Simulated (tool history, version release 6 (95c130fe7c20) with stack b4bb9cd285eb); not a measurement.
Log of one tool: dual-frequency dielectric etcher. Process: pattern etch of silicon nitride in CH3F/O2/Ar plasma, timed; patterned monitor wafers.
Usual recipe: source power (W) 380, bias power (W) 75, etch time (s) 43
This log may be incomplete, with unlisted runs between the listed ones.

| run | hour | source power (W) | bias power (W) | etch time (s) | wafers since the last listed run | hours since the last wet clean | hours since the last source power generator calibration | hours since the last bias power generator calibration | hours since the last upper electrode change | hours since the gauge calibration | read-back reference wafer on the same gauge, depth_nm | mean etch depth across the wafer (angstrom) |
|---|---|---|---|---|---|---|---|---|---|---|---|---|
| 1 | 0.0 | 380 | 75 | 43 | 0 | 101.4 | 3200.5 | 2861.9 | 3849.9 | 262.8 | 32.36 | 276.4 |
| 2 | 70.2 | 380 | 75 | 43 | 772 | 171.6 | 3270.7 | 2932.1 | 3920.1 | 333.0 | 32.28 | 274.4 |
| 3 | 105.1 | 380 | 75 | 43 | 383 | 206.5 | 3305.6 | 2967.0 | 3955.0 | 367.9 | 32.27 | 275.1 |
| 4 | 161.2 | 360 | 75 | 43 | 616 | 262.6 | 3361.7 | 3023.1 | 4011.1 | 424.0 | 32.22 | 268.6 |
| 5 | 215.6 | 360 | 75 | 43 | 598 | 317.0 | 3416.1 | 3077.5 | 4065.5 | 478.4 | 32.12 | 268.9 |
| 6 | 281.9 | 380 | 81 | 43 | 729 | 383.3 | 3482.4 | 3143.8 | 4131.8 | 544.7 | 32.05 | 281.3 |
|  | 292.6 | source power generator calibrated |
| 7 | 309.0 | 380 | 63 | 43 | 254 | 410.4 | 16.4 | 3170.9 | 4158.9 | 571.8 | 31.96 | 244.5 |
| 8 | 341.6 | 380 | 63 | 43 | 358 | 443.0 | 49.0 | 3203.5 | 4191.5 | 604.4 | 31.94 | 245.8 |
| 9 | 375.9 | 380 | 63 | 43 | 377 | 477.3 | 83.3 | 3237.8 | 4225.8 | 638.7 | 31.94 | 245.5 |
| 10 | 416.0 | 450 | 89 | 43 | 441 | 517.4 | 123.4 | 3277.9 | 4265.9 | 678.8 | 31.83 | 306.6 |
|  | 439.5 | gauge calibrated |
|  | 452.6 | wet clean of the chamber |
|  | 453.1 | upper electrode replaced |
| 11 | 475.0 | 380 | 80 | 43 | 379 | 22.4 | 182.4 | 3336.9 | 21.9 | 35.5 | 32.45 | 287.3 |
| 12 | 508.9 | 410 | 75 | 43 | 372 | 56.3 | 216.3 | 3370.8 | 55.8 | 69.4 | 32.44 | 276.9 |
| 13 | 543.7 | 380 | 63 | 43 | 382 | 91.1 | 251.1 | 3405.6 | 90.6 | 104.2 | 32.43 | 249.8 |

Estimate the outcome of run 14 from the log above:
|  | 561.3 | bias power generator calibrated |
| 14 | 614.0 | 380 | 65 | 43 | 729 | 161.4 | 321.4 | 52.7 | 160.9 | 174.5 | ? | ? |

{"run 14": {"read-back reference wafer on the same gauge, depth_nm": 32.27, "mean etch depth across the wafer (angstrom)": 249.6}}
On a tool with no hidden condition, and with the same random variation, this run would have come out at mean etch depth across the wafer (angstrom) 251.9.

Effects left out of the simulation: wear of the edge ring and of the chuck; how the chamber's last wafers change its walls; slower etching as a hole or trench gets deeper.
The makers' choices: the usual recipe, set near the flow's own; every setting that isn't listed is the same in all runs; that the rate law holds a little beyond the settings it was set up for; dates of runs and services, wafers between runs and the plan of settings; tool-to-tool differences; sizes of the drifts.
